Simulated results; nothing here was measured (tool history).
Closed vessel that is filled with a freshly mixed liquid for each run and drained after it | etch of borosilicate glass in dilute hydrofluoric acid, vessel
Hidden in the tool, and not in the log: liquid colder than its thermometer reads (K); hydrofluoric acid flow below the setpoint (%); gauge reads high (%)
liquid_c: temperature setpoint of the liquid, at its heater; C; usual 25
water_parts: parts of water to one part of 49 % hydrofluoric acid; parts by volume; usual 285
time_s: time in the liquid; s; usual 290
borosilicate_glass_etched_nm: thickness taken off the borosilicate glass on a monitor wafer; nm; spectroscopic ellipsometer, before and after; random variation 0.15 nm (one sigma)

run    hour  liquid_c  water_parts  time_s  wafers since the last listed run  hours since the thermometer was replaced  hours since the hydrofluoric acid flow meter was replaced  hours since the gauge calibration  read-back film thickness of the borosilicate glass reference wafer, read on the same gauge (nm)  borosilicate_glass_etched_nm
  1       0        25          285     290                                 0                                    1853.3                                                      202.6                             3226.5                                                                                              140                         21.29
  2    42.7      27.5          285     290                              2524                                      1896                                                      245.3                             3269.2                                                                                           140.05                         23.29
  3   116.4        25          285     290                              4356                                    1969.7                                                        319                             3342.9                                                                                           139.96                         21.23
  4   209.4        28          285     290                              5497                                    2062.7                                                        412                             3435.9                                                                                           140.01                          23.7
      406.1  -- gauge calibrated
  5   421.9        28          285     290                             12560                                    2275.2                                                      624.5                               15.8                                                                                           139.98                         23.51
  6   514.2        28          285     290                              5455                                    2367.5                                                      716.8                              108.1                                                                                           139.99                         23.66
  7   569.6        25          285     290                              3274                                    2422.9                                                      772.2                              163.5                                                                                              140                         21.04
  8   619.5        25          285     290                              2949                                    2472.8                                                      822.1                              213.4                                                                                           140.02                         21.05
      679.7  -- thermometer replaced
  9   686.4        25          285     290                              3895                                       6.7                                                        889                              280.3                                                                                           140.01                         20.54
 10   742.4        25          285     290                              3310                                      62.7                                                        945                              336.3                                                                                           139.97                         20.61
 11   847.9        25          285     290                              6236                                     168.2                                                     1050.5                              441.8                                                                                           140.01                         20.44
 12   928.3        25          285     290                              4752                                     248.6                                                     1130.9                              522.2                                                                                              140                         20.59
 13   966.7      23.5          240     290                              2269                                       287                                                     1169.3                              560.6                                                                                           139.99                         24.02
 14  1040.5        25          285     215                              4362                                     360.8                                                     1243.1                              634.4                                                                                           139.97                          15.1
 15  1124.8      29.5          380     190                              4982                                     445.1                                                     1327.4                              718.7                                                                                           139.97                         10.68
     1184.5  -- hydrofluoric acid flow meter replaced
 16  1202.9      23.5          160     120                              4557                                     523.2                                                       18.4                              796.8                                                                                           139.97                         15.93
 17  1239.4      22.5          185     460                              2157                                     559.7                                                       54.9                              833.3                                                                                           140.01                            50
 18  1330.8        27          385     290                              5402                                     651.1                                                      146.3                              924.7                                                                                           139.98                         14.64
     1446.1  -- thermometer replaced, repeated, since the last time left the tool worse
 19  1465.9        25          170     235                              7926                                      19.8                                                      281.4                             1059.8                                                                                              140                         33.87
 20  1544.1        28          425     290                              4622                                        98                                                      359.6                               1138                                                                                           139.99                         14.06
 21  1583.5        29          285     290                              2328                                     137.4                                                        399                             1177.4                                                                                              140                         24.91
 22  1687.9        22          175     290                              6171                                     241.8                                                      503.4                             1281.8                                                                                           139.97                         35.71
 23  1789.4        25          285     290                              5999                                     343.3                                                      604.9                             1383.3                                                                                           140.01                         21.94
 24  1862.6        22          395     465                              4326                                     416.5                                                      678.1                             1456.5                                                                                              140                         20.78
 25  1919.4      21.5          285     240                              3357                                     473.3                                                      734.9                             1513.3                                                                                           139.99                          15.9
 26  1999.6        29          285     455                              4740                                     553.5                                                      815.1                             1593.5                                                                                           139.99                         39.04
 27  2052.1        25          400     290                              3103                                       606                                                      867.6                               1646                                                                                           139.98                         13.84
 28  2093.8      23.5          285     430                              2464                                     647.7                                                      909.3                             1687.7                                                                                           139.99                         30.89
 29  2131.4      29.5          355     140                              2222                                     685.3                                                      946.9                             1725.3                                                                                           139.97                           9.2
 30  2207.9        23          415     420                              4521                                     761.8                                                     1023.4                             1801.8                                                                                           139.99                         18.02
 31    2248        25          385     290                              2370                                     801.9                                                     1063.5                             1841.9                                                                                           139.99                         14.64
 32  2398.7        25          285     290                              8907                                     952.6                                                     1214.2                             1992.6                                                                                              140                         21.62
 33  2478.2      23.5          285     405                              4699                                    1032.1                                                     1293.7                             2072.1                                                                                           140.03                         28.47

Forecast each of these 3 alternatives for the next run:
  A  2478.9      21.5          285     290                                41                                    1032.8                                                     1294.4                             2072.8                                                                                                ?                             ?
  B  2478.9        25          285     125                                41                                    1032.8                                                     1294.4                             2072.8                                                                                                ?                             ?
  C  2478.9      20.5          360     360                                41                                    1032.8                                                     1294.4                             2072.8                                                                                                ?                             ?

run  read-back film thickness of the borosilicate glass reference wafer, read on the same gauge (nm)  borosilicate_glass_etched_nm
  A                                                                                           139.99                         19.08
  B                                                                                           139.99                          9.31
  C                                                                                           139.99                         16.93
Without the tool's hidden state the same runs would have given:
run  borosilicate_glass_etched_nm
  A                         19.39
  B                          9.46
  C                         17.19
